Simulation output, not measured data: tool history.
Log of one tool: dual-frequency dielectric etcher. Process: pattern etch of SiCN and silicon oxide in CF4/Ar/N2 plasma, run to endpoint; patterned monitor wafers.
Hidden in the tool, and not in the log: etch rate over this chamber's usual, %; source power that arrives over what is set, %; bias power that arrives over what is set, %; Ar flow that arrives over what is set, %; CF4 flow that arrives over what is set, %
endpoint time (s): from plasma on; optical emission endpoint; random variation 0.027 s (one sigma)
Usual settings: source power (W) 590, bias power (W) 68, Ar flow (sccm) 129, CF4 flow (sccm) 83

run,hour,source power (W),bias power (W),Ar flow (sccm),CF4 flow (sccm),wafers since the last listed run,hours since the last wet clean,hours since the last source power generator calibration,hours since the last bias power generator calibration,hours since the last Ar flow controller change,hours since the last CF4 flow controller change,hours since the last upper electrode change,"incoming incoming film thickness, nm",endpoint time (s)
1,0,590,68,129,83,0,418.9,4391.2,1676.7,2034.6,2917.2,3461.3,9.93,8.7
2,33.5,590,68,129,83,597,452.4,4424.7,1710.2,2068.1,2950.7,3494.8,10.04,8.9
3,54.8,590,68,129,69,379,473.7,4446,1731.5,2089.4,2972,3516.1,9.98,9.3
4,81.9,590,68,129,83,483,500.8,4473.1,1758.6,2116.5,2999.1,3543.2,10,8.9
5,104.1,590,68,129,83,395,523,4495.3,1780.8,2138.7,3021.3,3565.4,10.03,8.9
# hour 136.3: wet clean of the chamber
6,139.6,590,68,129,83,205,3.3,4530.8,1816.3,2174.2,3056.8,3600.9,9.97,8.7
7,167.9,590,68,129,83,504,31.6,4559.1,1844.6,2202.5,3085.1,3629.2,10.02,8.8
8,202.8,590,68,129,83,622,66.5,4594,1879.5,2237.4,3120,3664.1,9.91,8.6
9,230.9,480,81,129,83,501,94.6,4622.1,1907.6,2265.5,3148.1,3692.2,10.02,9.3
# hour 256.6: bias power generator calibrated
10,266.1,540,68,101,83,556,129.8,4657.3,9.5,2300.7,3183.3,3727.4,9.95,9.3
11,287.7,590,68,129,83,385,151.4,4678.9,31.1,2322.3,3204.9,3749,9.99,8.9
# hour 367.4: upper electrode replaced
12,367.9,590,68,149,83,1002,231.6,4759.1,111.3,2402.5,3285.1,0.5,10,9.1
# hour 374.9: source power generator calibrated
13,378.1,730,85,138,99,110,241.8,3.2,121.5,2412.7,3295.3,10.7,10.1,6.6
14,407.1,590,68,129,83,517,270.8,32.2,150.5,2441.7,3324.3,39.7,9.99,8.9
15,432.7,590,68,101,83,456,296.4,57.8,176.1,2467.3,3349.9,65.3,9.98,8.7
# hour 459.3: Ar flow controller replaced
16,460.1,590,73,140,83,381,323.8,85.2,203.5,0.8,3377.3,92.7,9.96,8.7
# hour 477.7: CF4 flow controller replaced
17,481,590,54,129,83,265,344.7,106.1,224.4,21.7,3.3,113.6,10.04,10.2
18,495.4,590,68,129,83,256,359.1,120.5,238.8,36.1,17.7,128,9.9,8.9
19,529.7,660,85,109,63,611,393.4,154.8,273.1,70.4,52,162.3,9.95,7.7
20,550.3,690,68,129,83,367,414,175.4,293.7,91,72.6,182.9,10.04,8
21,570.2,590,68,155,83,354,433.9,195.3,313.6,110.9,92.5,202.8,10.04,9.2
22,604.8,640,68,129,83,617,468.5,229.9,348.2,145.5,127.1,237.4,9.9,8.4
23,634.1,590,74,141,83,522,497.8,259.2,377.5,174.8,156.4,266.7,9.97,8.6
24,657.2,590,62,129,63,412,520.9,282.3,400.6,197.9,179.5,289.8,9.98,10.3

Hidden state at the last listed run before each entry between runs and at the first one after, where it differs:
Between runs 5 and 6: wet clean of the chamber (hour 136.3)
  etch rate over this chamber's usual, %: -1.06 -> -0.174; bias power that arrives over what is set, %: 3.15 -> 3.29
Between runs 9 and 10: bias power generator calibrated (hour 256.6)
  etch rate over this chamber's usual, %: -0.417 -> -0.511; bias power that arrives over what is set, %: 3.68 -> -0.204
Between runs 11 and 12: upper electrode replaced (hour 367.4)
  etch rate over this chamber's usual, %: -0.568 -> -0.782; bias power that arrives over what is set, %: -0.203 -> -0.19
Between runs 12 and 13: source power generator calibrated (hour 374.9)
  etch rate over this chamber's usual, %: -0.782 -> -0.809; bias power that arrives over what is set, %: -0.19 -> -0.187
Between runs 15 and 16: Ar flow controller replaced (hour 459.3)
  etch rate over this chamber's usual, %: -0.954 -> -1.03; bias power that arrives over what is set, %: -0.168 -> -0.156
Between runs 16 and 17: CF4 flow controller replaced (hour 477.7)
  etch rate over this chamber's usual, %: -1.03 -> -1.08; bias power that arrives over what is set, %: -0.156 -> -0.146

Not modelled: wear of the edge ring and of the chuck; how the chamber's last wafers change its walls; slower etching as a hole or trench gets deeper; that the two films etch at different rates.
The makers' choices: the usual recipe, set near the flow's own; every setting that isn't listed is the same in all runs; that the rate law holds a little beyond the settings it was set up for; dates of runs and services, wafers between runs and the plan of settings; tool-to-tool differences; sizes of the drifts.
